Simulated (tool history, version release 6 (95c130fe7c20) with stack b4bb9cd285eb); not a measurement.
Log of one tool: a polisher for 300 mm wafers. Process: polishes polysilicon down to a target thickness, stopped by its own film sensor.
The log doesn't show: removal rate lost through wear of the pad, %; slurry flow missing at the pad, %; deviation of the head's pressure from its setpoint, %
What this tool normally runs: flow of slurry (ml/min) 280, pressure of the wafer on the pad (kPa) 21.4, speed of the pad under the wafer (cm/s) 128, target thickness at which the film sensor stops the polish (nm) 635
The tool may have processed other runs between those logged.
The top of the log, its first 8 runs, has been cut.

run   hour  flow of slurry (ml/min)  pressure of the wafer on the pad (kPa)  speed of the pad under the wafer (cm/s)  target thickness at which the film sensor stops the polish (nm)  wafers since the last listed run  wafers polished on this pad  hours since the slurry nozzle was cleaned  hours since the head pressure was calibrated  incoming thickness of the incoming film, nm  time until the film sensor stopped the polish (s)
  9  158.3                      280                                    21.4                                      128                                                              635                               284                         1282                                      466.9                                        1073.1                                       1182.1                                               40.5
 10  192.3                      280                                    26.9                                      128                                                              635                               348                         1630                                      500.9                                        1107.1                                       1184.6                                               32.7
     204.5  -- head pressure recalibrated
 11  206.5                      280                                    26.9                                      128                                                              635                               125                         1755                                      515.1                                           2.0                                       1169.4                                               30.1
     216.8  -- worn pad replaced by a new one
 12  219.2                      280                                    21.4                                      128                                                              635                                89                           24                                      527.8                                          14.7                                       1170.7                                               37.3
 13  249.3                      280                                    21.4                                      128                                                              635                               308                          332                                      557.9                                          44.8                                       1195.3                                               38.9
 14  273.8                      280                                    21.4                                      128                                                              635                               251                          583                                      582.4                                          69.3                                       1187.1                                               39.1
 15  290.3                      350                                    21.4                                      128                                                              635                               169                          752                                      598.9                                          85.8                                       1190.7                                               38.3
 16  325.0                      280                                    26.2                                      128                                                              635                               355                         1108                                      633.6                                         120.5                                       1184.9                                               31.3
 17  353.9                      280                                    21.4                                      128                                                              635                               296                         1404                                      662.5                                         149.4                                       1190.8                                               38.7
 18  385.9                      280                                    21.4                                      128                                                              635                               327                         1732                                      694.5                                         181.4                                       1186.8                                               38.2
     392.2  -- head pressure recalibrated, repeated, since the last time left the tool worse
     397.7  -- slurry nozzle cleaned
 19  421.6                      280                                    21.4                                      128                                                              635                               335                         2067                                       23.9                                          29.4                                       1172.7                                               42.4
     438.0  -- worn pad replaced by a new one
 20  438.4                      280                                    21.4                                      128                                                              635                               131                            4                                       40.7                                          46.2                                       1183.0                                               43.0
 21  473.0                      280                                    21.4                                      128                                                              635                               354                          358                                       75.3                                          80.8                                       1174.7                                               43.2
 22  489.4                      280                                    21.4                                      128                                                              569                               168                          526                                       91.7                                          97.2                                       1183.7                                               49.5
 23  514.0                      280                                    21.4                                       98                                                              635                               252                          779                                      116.3                                         121.8                                       1178.6                                               57.0
 24  532.7                      280                                    21.4                                      128                                                              635                               191                          970                                      135.0                                         140.5                                       1179.5                                               41.9
 25  558.0                      360                                    15.9                                      128                                                              706                               259                         1229                                      160.3                                         165.8                                       1197.1                                               49.6
 26  587.5                      280                                    17.2                                      128                                                              761                               302                         1532                                      189.8                                         195.3                                       1181.1                                               40.1
 27  613.3                      280                                    21.4                                      114                                                              635                               264                         1796                                      215.6                                         221.1                                       1162.7                                               47.1
 28  625.4                      280                                    21.4                                      128                                                              635                               123                         1920                                      227.7                                         233.2                                       1158.3                                               41.4
     647.2  -- worn pad replaced by a new one
 29  652.5                      280                                    21.4                                      128                                                              635                               236                           54                                      254.8                                         260.3                                       1187.2                                               42.8
 30  684.0                      280                                    23.4                                      128                                                              767                               322                          377                                      286.3                                         291.8                                       1174.6                                               29.2

Expected results for the next run?
 31  699.9                      280                                    14.5                                      170                                                              635                               162                          540                                      302.2                                         307.7                                       1178.0                                                  ?

time until the film sensor stopped the polish (s): 45.4
With the hidden condition absent and the run-to-run variation left alone, this run would have shown time until the film sensor stopped the polish (s) 46.0.

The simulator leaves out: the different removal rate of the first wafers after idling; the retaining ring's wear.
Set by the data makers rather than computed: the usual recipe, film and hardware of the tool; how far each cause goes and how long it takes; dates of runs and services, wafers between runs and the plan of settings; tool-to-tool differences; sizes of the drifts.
